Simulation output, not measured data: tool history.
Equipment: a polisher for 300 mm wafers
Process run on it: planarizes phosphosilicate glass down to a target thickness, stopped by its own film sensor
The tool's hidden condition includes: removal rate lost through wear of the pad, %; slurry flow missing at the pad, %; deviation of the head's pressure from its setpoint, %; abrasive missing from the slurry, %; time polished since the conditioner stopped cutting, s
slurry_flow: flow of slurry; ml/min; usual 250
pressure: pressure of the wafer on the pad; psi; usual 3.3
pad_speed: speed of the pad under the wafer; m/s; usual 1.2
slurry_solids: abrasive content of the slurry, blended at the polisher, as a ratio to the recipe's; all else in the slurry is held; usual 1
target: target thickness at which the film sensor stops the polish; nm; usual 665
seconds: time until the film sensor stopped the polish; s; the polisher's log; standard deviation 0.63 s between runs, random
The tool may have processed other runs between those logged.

run   hour  slurry_flow  pressure  pad_speed  slurry_solids  target  wafers since the last listed run  wafers polished on this pad  hours since the slurry nozzle was cleaned  hours since the head pressure was calibrated  hours since the slurry blender was calibrated  hours since the conditioning disc was replaced  incoming thickness of the incoming film, nm  seconds
  1      0          250       3.3        1.2              1     665                                 0                         1838                                      447.6                                         386.7                                          223.5                                            71.8                                       1185.6     41.4
      28.3  -- head pressure recalibrated
  2   55.3          250       3.3        1.2           1.25     665                               683                         2522                                      502.9                                            27                                          278.8                                           127.1                                       1161.4     36.5
      77.3  -- slurry blender recalibrated
  3  124.8          250       3.3        1.2           1.25     665                               866                         3388                                      572.4                                          96.5                                           47.5                                           196.6                                         1174     40.5
     142.5  -- worn pad replaced by a new one
  4  153.4          250       3.3        1.2           1.25     665                               315                          139                                        601                                         125.1                                           76.1                                           225.2                                       1187.7     36.6
     197.3  -- conditioning disc replaced and pad reconditioned
  5  219.3          250       3.3        1.2              1     665                               819                          959                                      666.9                                           191                                            142                                              22                                       1188.4     40.5
     261.1  -- slurry nozzle cleaned
  6  290.2          250       3.3        1.2              1     665                               896                         1856                                       29.1                                         261.9                                          212.9                                            92.9                                       1166.6     40.9
     327.6  -- slurry blender recalibrated
  7  341.3          250       3.3        1.2              1     665                               629                         2486                                       80.2                                           313                                           13.7                                             144                                       1167.5     41.8
  8  399.9          250       3.3        1.2              1     665                               751                         3238                                      138.8                                         371.6                                           72.3                                           202.6                                       1166.6     43.5
     456.1  -- worn pad replaced by a new one
  9  465.6          250       3.3        1.2              1     665                               791                          121                                      204.5                                         437.3                                            138                                           268.3                                       1166.8     38.8
     511.6  -- head pressure recalibrated
     527.8  -- conditioning disc replaced and pad reconditioned
 10  596.7          290       3.3        1.2              1     665                              1630                         1752                                      335.6                                          85.1                                          269.1                                            68.9                                       1175.1     40.4
 11  634.7          250       3.3        1.2              1     665                               487                         2239                                      373.6                                         123.1                                          307.1                                           106.9                                       1186.6     42.7
       648  -- slurry blender recalibrated
 12  680.3          250       3.3        1.2            1.2     493                               559                         2799                                      419.2                                         168.7                                           32.3                                           152.5                                       1164.7     52.7
     738.8  -- worn pad replaced by a new one
 13  739.3          205       3.3        1.2              1     665                               705                            6                                      478.2                                         227.7                                           91.3                                           211.5                                       1181.4     41.5
 14  800.3          210       3.3        1.2              1     665                               782                          788                                      539.2                                         288.7                                          152.3                                           272.5                                       1187.6     41.7

For run 15, what comes out?
     825.7  -- conditioning disc replaced and pad reconditioned
 15  865.8          250       3.3        1.2              1     665                               814                         1603                                      604.7                                         354.2                                          217.8                                            40.1                                       1170.6        ?

seconds: 40.5 s
Had the tool carried no hidden state, the very same run would have given seconds 38.9 s.
